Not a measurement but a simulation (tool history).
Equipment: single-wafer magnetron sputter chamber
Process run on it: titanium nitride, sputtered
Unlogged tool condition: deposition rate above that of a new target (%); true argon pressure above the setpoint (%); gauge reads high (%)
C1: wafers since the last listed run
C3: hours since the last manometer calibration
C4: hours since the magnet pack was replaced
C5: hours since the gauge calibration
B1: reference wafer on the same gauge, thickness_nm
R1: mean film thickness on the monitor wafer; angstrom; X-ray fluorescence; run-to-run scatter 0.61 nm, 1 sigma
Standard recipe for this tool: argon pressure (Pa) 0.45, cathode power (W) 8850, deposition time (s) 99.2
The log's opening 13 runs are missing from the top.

run 14 hour=326.5 | argon_pressure_(Pa)=0.45 cathode_power_(W)=8850 deposition_time_(s)=99.2 | C1=301 wafers_on_the_sputter_target=789 C3=97.1 C4=51.3 C5=677.1 | B1=171.139 | R1=1599.85
run 15 hour=361.5 | argon_pressure_(Pa)=0.45 cathode_power_(W)=8850 deposition_time_(s)=99.2 | C1=538 wafers_on_the_sputter_target=1328 C3=132.1 C4=86.3 C5=712.1 | B1=171.151 | R1=1600.42
run 16 hour=380.4 | argon_pressure_(Pa)=0.45 cathode_power_(W)=8850 deposition_time_(s)=99.2 | C1=291 wafers_on_the_sputter_target=1619 C3=151 C4=105.2 C5=731 | B1=170.719 | R1=1592.25
run 17 hour=414.5 | argon_pressure_(Pa)=0.45 cathode_power_(W)=10050 deposition_time_(s)=99.2 | C1=525 wafers_on_the_sputter_target=2144 C3=185.1 C4=139.3 C5=765.1 | B1=171.266 | R1=1820.2
run 18 hour=433.8 | argon_pressure_(Pa)=0.341 cathode_power_(W)=10950 deposition_time_(s)=94 | C1=297 wafers_on_the_sputter_target=2442 C3=204.4 C4=158.6 C5=784.4 | B1=171.387 | R1=1988.53
run 19 hour=454.7 | argon_pressure_(Pa)=0.382 cathode_power_(W)=8850 deposition_time_(s)=90.1 | C1=321 wafers_on_the_sputter_target=2763 C3=225.3 C4=179.5 C5=805.3 | B1=171.273 | R1=1509.36
-- hour=465.6 sputter target and shields replaced
run 20 hour=484 | argon_pressure_(Pa)=0.584 cathode_power_(W)=8850 deposition_time_(s)=99.2 | C1=328 wafers_on_the_sputter_target=283 C3=254.6 C4=208.8 C5=834.6 | B1=171.266 | R1=1512
run 21 hour=518.8 | argon_pressure_(Pa)=0.45 cathode_power_(W)=8850 deposition_time_(s)=99.2 | C1=535 wafers_on_the_sputter_target=819 C3=289.4 C4=243.6 C5=869.4 | B1=171.704 | R1=1612.66
run 22 hour=538.5 | argon_pressure_(Pa)=0.45 cathode_power_(W)=8850 deposition_time_(s)=99.2 | C1=303 wafers_on_the_sputter_target=1122 C3=309.1 C4=263.3 C5=889.1 | B1=171.403 | R1=1614.46
run 23 hour=594.7 | argon_pressure_(Pa)=0.45 cathode_power_(W)=8850 deposition_time_(s)=99.2 | C1=865 wafers_on_the_sputter_target=1987 C3=365.3 C4=319.5 C5=945.3 | B1=171.686 | R1=1614.62
-- hour=619.8 gauge calibrated
run 24 hour=628.7 | argon_pressure_(Pa)=0.36 cathode_power_(W)=10200 deposition_time_(s)=109.8 | C1=523 wafers_on_the_sputter_target=2511 C3=399.3 C4=353.5 C5=8.9 | B1=167.611 | R1=2079.42
-- hour=646.8 sputter target and shields replaced
run 25 hour=663.7 | argon_pressure_(Pa)=0.45 cathode_power_(W)=8850 deposition_time_(s)=93.3 | C1=415 wafers_on_the_sputter_target=260 C3=434.3 C4=388.5 C5=43.9 | B1=167.833 | R1=1476.39
run 26 hour=680.6 | argon_pressure_(Pa)=0.45 cathode_power_(W)=8850 deposition_time_(s)=99.2 | C1=260 wafers_on_the_sputter_target=520 C3=451.2 C4=405.4 C5=60.8 | B1=167.646 | R1=1572.48
run 27 hour=715.2 | argon_pressure_(Pa)=0.275 cathode_power_(W)=10700 deposition_time_(s)=99.2 | C1=532 wafers_on_the_sputter_target=1053 C3=485.8 C4=440 C5=95.4 | B1=168.02 | R1=2056.18
run 28 hour=748.1 | argon_pressure_(Pa)=0.45 cathode_power_(W)=8850 deposition_time_(s)=99.2 | C1=506 wafers_on_the_sputter_target=1560 C3=518.7 C4=472.9 C5=128.3 | B1=168.2 | R1=1594.93
run 29 hour=775.1 | argon_pressure_(Pa)=0.404 cathode_power_(W)=8850 deposition_time_(s)=81.2 | C1=415 wafers_on_the_sputter_target=1976 C3=545.7 C4=499.9 C5=155.3 | B1=168.538 | R1=1331.48
run 30 hour=792.4 | argon_pressure_(Pa)=0.584 cathode_power_(W)=8850 deposition_time_(s)=99.2 | C1=266 wafers_on_the_sputter_target=2242 C3=563 C4=517.2 C5=172.6 | B1=168.876 | R1=1480.6
run 31 hour=810.2 | argon_pressure_(Pa)=0.287 cathode_power_(W)=9650 deposition_time_(s)=82.9 | C1=274 wafers_on_the_sputter_target=2516 C3=580.8 C4=535 C5=190.4 | B1=168.883 | R1=1560.65
-- hour=832.5 sputter target and shields replaced
run 32 hour=843.4 | argon_pressure_(Pa)=0.45 cathode_power_(W)=8850 deposition_time_(s)=99.2 | C1=388 wafers_on_the_sputter_target=167 C3=614 C4=568.2 C5=223.6 | B1=169.079 | R1=1584.49
run 33 hour=864.1 | argon_pressure_(Pa)=0.45 cathode_power_(W)=9650 deposition_time_(s)=99.2 | C1=318 wafers_on_the_sputter_target=485 C3=634.7 C4=588.9 C5=244.3 | B1=168.81 | R1=1720
run 34 hour=883.7 | argon_pressure_(Pa)=0.364 cathode_power_(W)=8000 deposition_time_(s)=80 | C1=301 wafers_on_the_sputter_target=787 C3=654.3 C4=608.5 C5=263.9 | B1=169.642 | R1=1201.32
run 35 hour=898.7 | argon_pressure_(Pa)=0.343 cathode_power_(W)=8100 deposition_time_(s)=105.5 | C1=230 wafers_on_the_sputter_target=1018 C3=669.3 C4=623.5 C5=278.9 | B1=169.336 | R1=1624.35

What if the next run were any one of these 4? Each begins from the tool's condition after run 35:
run A hour=899.1 | argon_pressure_(Pa)=0.45 cathode_power_(W)=8850 deposition_time_(s)=89.1 | C1=6 wafers_on_the_sputter_target=1024 C3=669.7 C4=623.9 C5=279.3 | B1=? | R1=?
run B hour=899.1 | argon_pressure_(Pa)=0.45 cathode_power_(W)=8850 deposition_time_(s)=80.7 | C1=6 wafers_on_the_sputter_target=1024 C3=669.7 C4=623.9 C5=279.3 | B1=? | R1=?
run C hour=899.1 | argon_pressure_(Pa)=0.563 cathode_power_(W)=11000 deposition_time_(s)=99.2 | C1=6 wafers_on_the_sputter_target=1024 C3=669.7 C4=623.9 C5=279.3 | B1=? | R1=?
run D hour=899.1 | argon_pressure_(Pa)=0.572 cathode_power_(W)=7200 deposition_time_(s)=89.8 | C1=6 wafers_on_the_sputter_target=1024 C3=669.7 C4=623.9 C5=279.3 | B1=? | R1=?

run=A B1=169.451 R1=1419.7
run=B B1=169.451 R1=1285.86
run=C B1=169.451 R1=1865.86
run=D B1=169.451 R1=1101.08
With the hidden condition removed and each run's random variation left untouched, the same runs would have given:
run=A R1=1407.79
run=B R1=1275.07
run=C R1=1850.21
run=D R1=1091.84

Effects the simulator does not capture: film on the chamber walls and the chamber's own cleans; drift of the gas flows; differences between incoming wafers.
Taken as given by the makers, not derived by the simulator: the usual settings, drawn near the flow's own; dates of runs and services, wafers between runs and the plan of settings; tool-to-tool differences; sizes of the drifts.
